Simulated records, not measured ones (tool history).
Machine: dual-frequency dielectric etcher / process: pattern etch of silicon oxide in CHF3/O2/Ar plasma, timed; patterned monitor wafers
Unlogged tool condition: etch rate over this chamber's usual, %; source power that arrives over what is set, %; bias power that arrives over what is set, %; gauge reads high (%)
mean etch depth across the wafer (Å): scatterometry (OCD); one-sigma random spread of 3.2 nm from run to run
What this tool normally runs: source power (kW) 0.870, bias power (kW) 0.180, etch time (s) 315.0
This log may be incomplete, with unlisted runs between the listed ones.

run,day,source power (kW),bias power (kW),etch time (s),wafers since the last listed run,hours since the last wet clean,hours since the last source power generator calibration,hours since the last bias power generator calibration,hours since the last upper electrode change,hours since the gauge calibration,"read-back reference wafer on the same gauge, depth_nm",mean etch depth across the wafer (Å)
1,0.000,0.870,0.180,315.0,0,460.4,4814.4,3471.4,5987.8,247.9,672.4,6838
2,0.396,0.870,0.180,315.0,27,469.9,4823.9,3480.9,5997.3,257.4,672.0,6814
3,1.125,0.870,0.180,315.0,51,487.4,4841.4,3498.4,6014.8,274.9,672.9,6760
4,1.533,0.870,0.180,315.0,28,497.2,4851.2,3508.2,6024.6,284.7,673.5,6733
5,1.850,0.870,0.180,285.0,22,504.8,4858.8,3515.8,6032.2,292.3,673.6,6141
6,2.392,0.870,0.180,315.0,37,517.8,4871.8,3528.8,6045.2,305.3,672.8,6726
# day 3.858: gauge calibrated
7,4.600,0.870,0.180,315.0,154,570.8,4924.8,3581.8,6098.2,17.8,673.5,6761
8,5.025,1.030,0.157,315.0,29,581.0,4935.0,3592.0,6108.4,28.0,673.6,6841
# day 5.504: source power generator calibrated
# day 6.308: wet clean of the chamber
9,6.329,0.660,0.202,315.0,23,0.5,19.8,3623.3,6139.7,59.3,672.5,7159
10,6.346,0.870,0.206,220.5,1,0.9,20.2,3623.7,6140.1,59.7,673.0,5447
11,6.754,0.870,0.180,315.0,28,10.7,30.0,3633.5,6149.9,69.5,673.7,7487
12,7.396,0.770,0.196,376.5,44,26.1,45.4,3648.9,6165.3,84.9,673.6,8796
13,7.708,0.810,0.180,315.0,21,33.6,52.9,3656.4,6172.8,92.4,672.0,7328
14,8.396,0.870,0.180,315.0,48,50.1,69.4,3672.9,6189.3,108.9,673.6,7484
15,8.692,0.870,0.180,388.5,20,57.2,76.5,3680.0,6196.4,116.0,672.9,9146
16,9.162,0.870,0.180,315.0,32,68.5,87.8,3691.3,6207.7,127.3,673.8,7412
# day 10.746: bias power generator calibrated
# day 10.792: upper electrode replaced
17,10.812,0.700,0.224,357.0,100,108.1,127.4,1.6,0.5,166.9,673.9,8434
18,10.829,0.870,0.150,402.0,1,108.5,127.8,2.0,0.9,167.3,673.7,8983
19,11.071,0.870,0.180,315.0,16,114.3,133.6,7.8,6.7,173.1,672.8,7423
# day 12.521: wet clean of the chamber, repeated, since the last time left the tool worse
20,12.542,0.950,0.140,259.0,32,0.5,168.9,43.1,42.0,208.4,674.3,5498
21,12.558,0.870,0.202,315.0,1,0.9,169.3,43.5,42.4,208.8,674.1,7211
22,12.812,0.870,0.180,315.0,17,7.0,175.4,49.6,48.5,214.9,673.5,7034
23,13.108,0.980,0.193,376.0,20,14.1,182.5,56.7,55.6,222.0,672.1,8786
24,13.700,0.870,0.180,315.0,41,28.3,196.7,70.9,69.8,236.2,673.2,6990
25,14.392,0.870,0.180,315.0,48,44.9,213.3,87.5,86.4,252.8,670.9,6914
26,15.017,0.710,0.139,345.5,43,59.9,228.3,102.5,101.4,267.8,672.9,6704
27,15.646,0.870,0.180,315.0,44,75.0,243.4,117.6,116.5,282.9,674.6,6982
28,16.342,0.730,0.203,315.0,48,91.7,260.1,134.3,133.2,299.6,672.9,6849
29,16.675,0.750,0.206,315.0,23,99.7,268.1,142.3,141.2,307.6,674.8,6906
30,16.979,0.870,0.180,315.0,21,107.0,275.4,149.6,148.5,314.9,673.5,6961

4 ways to go on from here, each from the tool as it stands after run 30. What would each give?
A,17.000,1.000,0.180,315.0,1,107.5,275.9,150.1,149.0,315.4,?,?
B,17.000,0.700,0.147,369.5,1,107.5,275.9,150.1,149.0,315.4,?,?
C,17.000,1.070,0.204,315.0,1,107.5,275.9,150.1,149.0,315.4,?,?
D,17.000,0.870,0.222,273.5,1,107.5,275.9,150.1,149.0,315.4,?,?

run,"read-back reference wafer on the same gauge, depth_nm",mean etch depth across the wafer (Å)
A,672.8,7243
B,672.8,7155
C,672.8,7690
D,672.8,6418
Without the tool's unlogged condition, the same runs would have read:
run,mean etch depth across the wafer (Å)
A,7326
B,7237
C,7778
D,6492

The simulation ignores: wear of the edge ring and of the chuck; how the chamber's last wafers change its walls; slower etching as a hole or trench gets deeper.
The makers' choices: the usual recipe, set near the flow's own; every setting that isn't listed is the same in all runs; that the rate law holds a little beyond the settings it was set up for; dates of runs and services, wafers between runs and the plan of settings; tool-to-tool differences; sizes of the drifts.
